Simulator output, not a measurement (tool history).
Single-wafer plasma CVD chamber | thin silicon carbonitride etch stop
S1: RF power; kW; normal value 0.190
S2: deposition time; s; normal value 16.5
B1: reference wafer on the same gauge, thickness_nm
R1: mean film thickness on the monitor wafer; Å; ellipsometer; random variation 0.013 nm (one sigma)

Run 1, hour 0.0: usual settings but S2 18.4 s; B1 8.508. Result: R1 100.02 Å.
Run 2, hour 61.5: usual settings but S2 18.4 s; B1 8.510. Result: R1 99.87 Å.
Run 3, hour 122.3: usual settings but S2 18.4 s; B1 8.511. Result: R1 99.69 Å.
Run 4, hour 177.1: usual settings but S2 14.8 s; B1 8.512. Result: R1 80.06 Å.
Run 5, hour 247.6: usual settings but S2 14.8 s; B1 8.508. Result: R1 80.20 Å.
At hour 287.0: thermocouple changed; heater temperature recalibrated.
Run 6, hour 287.5: usual settings; B1 8.508. Result: R1 89.25 Å.
At hour 300.2: showerhead replaced.
Run 7, hour 327.7: usual settings; B1 8.506. Result: R1 89.34 Å.
Run 8, hour 377.5: usual settings but S1 0.170 kW; B1 8.510. Result: R1 87.58 Å.
Run 9, hour 419.6: usual settings but S1 0.170 kW; B1 8.509. Result: R1 87.68 Å.
Run 10, hour 490.2: usual settings but S1 0.170 kW; B1 8.508. Result: R1 87.45 Å.
Run 11, hour 556.7: usual settings; B1 8.509. Result: R1 88.96 Å.
Run 12, hour 594.3: usual settings but S2 18.5 s; B1 8.508. Result: R1 99.63 Å.
Run 13, hour 635.9: usual settings but S2 18.5 s; B1 8.514. Result: R1 99.79 Å.
Run 14, hour 764.3: usual settings but S1 0.200 kW; B1 8.510. Result: R1 89.43 Å.
Run 15, hour 798.9: usual settings; B1 8.507. Result: R1 88.70 Å.
Run 16, hour 829.2: usual settings but S2 18.4 s; B1 8.512. Result: R1 98.76 Å.
At hour 862.0: RF generator calibrated.
Run 17, hour 892.7: usual settings but S2 18.8 s; B1 8.514. Result: R1 101.84 Å.
Run 18, hour 919.2: usual settings but S1 0.160 kW; B1 8.511. Result: R1 86.85 Å.
Run 19, hour 976.1: usual settings but S2 17.7 s; B1 8.512. Result: R1 95.83 Å.
Run 20, hour 1001.5: usual settings but S1 0.215 kW, S2 14.4 s; B1 8.512. Result: R1 79.49 Å.
Run 21, hour 1051.6: usual settings but S1 0.165 kW; B1 8.509. Result: R1 87.14 Å.
Run 22, hour 1084.7: usual settings but S1 0.220 kW, S2 19.6 s; B1 8.508. Result: R1 109.04 Å.
Run 23, hour 1123.7: usual settings but S1 0.220 kW, S2 14.2 s; B1 8.509. Result: R1 79.03 Å.

Predict the results of run 24:
At hour 1154.7: gauge calibrated.
Run 24, hour 1160.0: usual settings; B1 ?. Result: R1 ?.

Run 24 gave B1 8.512, R1 89.39 Å.
With no hidden state in the tool, this same run would have given R1 89.53 Å.
